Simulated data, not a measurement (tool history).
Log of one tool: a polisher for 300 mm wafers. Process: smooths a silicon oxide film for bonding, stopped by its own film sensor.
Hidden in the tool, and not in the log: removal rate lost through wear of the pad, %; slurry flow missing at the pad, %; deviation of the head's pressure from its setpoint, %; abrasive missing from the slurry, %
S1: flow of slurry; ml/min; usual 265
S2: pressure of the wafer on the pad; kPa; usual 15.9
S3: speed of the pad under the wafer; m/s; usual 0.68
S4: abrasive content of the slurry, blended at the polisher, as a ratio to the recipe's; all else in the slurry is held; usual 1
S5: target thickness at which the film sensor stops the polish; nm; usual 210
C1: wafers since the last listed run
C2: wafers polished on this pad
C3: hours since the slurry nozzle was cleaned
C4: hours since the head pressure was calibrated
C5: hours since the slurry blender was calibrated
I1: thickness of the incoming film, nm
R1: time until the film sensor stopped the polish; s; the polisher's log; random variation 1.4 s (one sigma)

run,day,S1,S2,S3,S4,S5,C1,C2,C3,C4,C5,I1,R1
1,0,265,15.9,0.68,1,210,0,923,217.3,276.7,337,263.1,94
2,1.554,265,19.3,0.68,1,210,188,1112,254.6,314,374.3,262,75.8
# day 2.021: worn pad replaced by a new one
# day 2.054: slurry blender recalibrated
3,2.708,265,19.3,0.68,1,210,115,79,282.3,341.7,15.7,254.4,64
4,3.979,265,19.3,0.68,1,210,154,233,312.8,372.2,46.2,259.6,71.7
5,6.062,265,15.9,0.68,1,210,252,486,362.8,422.2,96.2,259.9,89.9
6,8.667,265,15.9,0.68,1.15,210,316,802,425.3,484.7,158.7,255.5,78.2
7,11.254,265,15.9,0.68,1.15,210,314,1116,487.4,546.8,220.8,260.1,83.1
# day 11.533: worn pad replaced by a new one
8,13.604,265,17.9,0.82,1,210,265,251,543.8,603.2,277.2,261,68.5
9,16.171,265,18.6,0.48,0.8,223,311,563,605.4,664.8,338.8,264,93.3
# day 17.771: head pressure recalibrated
10,17.792,265,15.9,0.68,0.75,227,186,749,644.3,0.5,377.7,258.3,65.3
# day 18.546: slurry blender recalibrated
# day 19.404: slurry nozzle cleaned
# day 20.246: worn pad replaced by a new one
11,20.375,265,15.9,0.58,0.85,210,278,15,23.3,62.5,43.9,263.4,109.1
12,22.633,265,15.9,0.68,1,210,274,289,77.5,116.7,98.1,260.1,83.8
# day 28.046: worn pad replaced by a new one
13,28.675,220,10.3,0.68,0.7,210,713,76,222.5,261.7,243.1,258.9,162.5

Run 14 comes next. What will it give?
14,30.604,290,15.9,0.68,1,203,234,310,268.8,308,289.4,260.4,?

{"run 14": {"R1": 97.8}}
Without the tool's hidden state the same run would have given R1 94.1 s.
